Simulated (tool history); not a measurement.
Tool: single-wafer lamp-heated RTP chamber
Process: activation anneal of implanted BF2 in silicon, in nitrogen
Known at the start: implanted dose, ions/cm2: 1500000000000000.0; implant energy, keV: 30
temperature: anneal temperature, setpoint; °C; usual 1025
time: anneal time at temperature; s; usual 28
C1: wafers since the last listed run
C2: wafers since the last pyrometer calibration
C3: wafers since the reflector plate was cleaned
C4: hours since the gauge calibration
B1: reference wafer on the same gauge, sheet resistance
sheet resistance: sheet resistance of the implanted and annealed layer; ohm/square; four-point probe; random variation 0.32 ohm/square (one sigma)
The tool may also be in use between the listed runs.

run 1 hour=0 | temperature=1040 time=28 | C1=0 C2=1571 C3=2706 C4=607.8 | B1=90.93 | sheet_resistance=96.08
run 2 hour=31.5 | temperature=1040 time=28 | C1=378 C2=1950 C3=3085 C4=639.3 | B1=91.01 | sheet_resistance=96.13
run 3 hour=67 | temperature=1040 time=28 | C1=426 C2=2376 C3=3511 C4=674.8 | B1=90.97 | sheet_resistance=95.8
-- hour=102.5 reflector plate cleaned
run 4 hour=108.4 | temperature=1025 time=33 | C1=401 C2=2778 C3=70 C4=716.2 | B1=90.94 | sheet_resistance=103.57
-- hour=146.4 pyrometer window cleaned and pyrometer calibrated
run 5 hour=168.3 | temperature=1008 time=28 | C1=623 C2=263 C3=694 C4=776.1 | B1=91.02 | sheet_resistance=118.91
run 6 hour=223.3 | temperature=1008 time=28 | C1=660 C2=923 C3=1354 C4=831.1 | B1=90.97 | sheet_resistance=118.07
run 7 hour=397.8 | temperature=1008 time=28 | C1=2096 C2=3020 C3=3451 C4=1005.6 | B1=91.03 | sheet_resistance=115.94
-- hour=418.3 pyrometer window cleaned and pyrometer calibrated
-- hour=468.5 reflector plate cleaned
run 8 hour=469 | temperature=1025 time=28 | C1=663 C2=513 C3=5 C4=1076.8 | B1=91.05 | sheet_resistance=106.68
run 9 hour=515 | temperature=1018 time=28 | C1=552 C2=1065 C3=558 C4=1122.8 | B1=91.05 | sheet_resistance=110.68
run 10 hour=555.2 | temperature=1018 time=28 | C1=482 C2=1548 C3=1041 C4=1163 | B1=90.97 | sheet_resistance=109.91
run 11 hour=596.9 | temperature=1018 time=28 | C1=500 C2=2049 C3=1542 C4=1204.7 | B1=91.06 | sheet_resistance=109.81
run 12 hour=662.7 | temperature=1025 time=28 | C1=790 C2=2840 C3=2332 C4=1270.5 | B1=90.98 | sheet_resistance=104.69
run 13 hour=690.2 | temperature=1012 time=37 | C1=330 C2=3170 C3=2663 C4=1298 | B1=91 | sheet_resistance=108.89
-- hour=718 pyrometer window cleaned and pyrometer calibrated
run 14 hour=719 | temperature=1036 time=45 | C1=249 C2=12 C3=2913 C4=1326.8 | B1=90.99 | sheet_resistance=92.83
-- hour=760.7 reflector plate cleaned
run 15 hour=775.5 | temperature=1054 time=28 | C1=582 C2=594 C3=177 C4=1383.3 | B1=91.06 | sheet_resistance=91.43
run 16 hour=838.8 | temperature=1047 time=12 | C1=760 C2=1355 C3=938 C4=1446.6 | B1=91.03 | sheet_resistance=105.46
run 17 hour=879.6 | temperature=1025 time=28 | C1=490 C2=1845 C3=1428 C4=1487.4 | B1=90.98 | sheet_resistance=105.62
-- hour=889.7 gauge calibrated
run 18 hour=914.6 | temperature=1002 time=12 | C1=420 C2=2265 C3=1848 C4=24.9 | B1=91.02 | sheet_resistance=134.35

The next listed run, before its measurement:
run 19 hour=974.2 | temperature=1025 time=28 | C1=716 C2=2981 C3=2564 C4=84.5 | B1=? | sheet_resistance=?

B1: 90.99
sheet resistance: 104.6 ohm/square
Without the tool's hidden state the same run would have given sheet resistance 107.77 ohm/square.
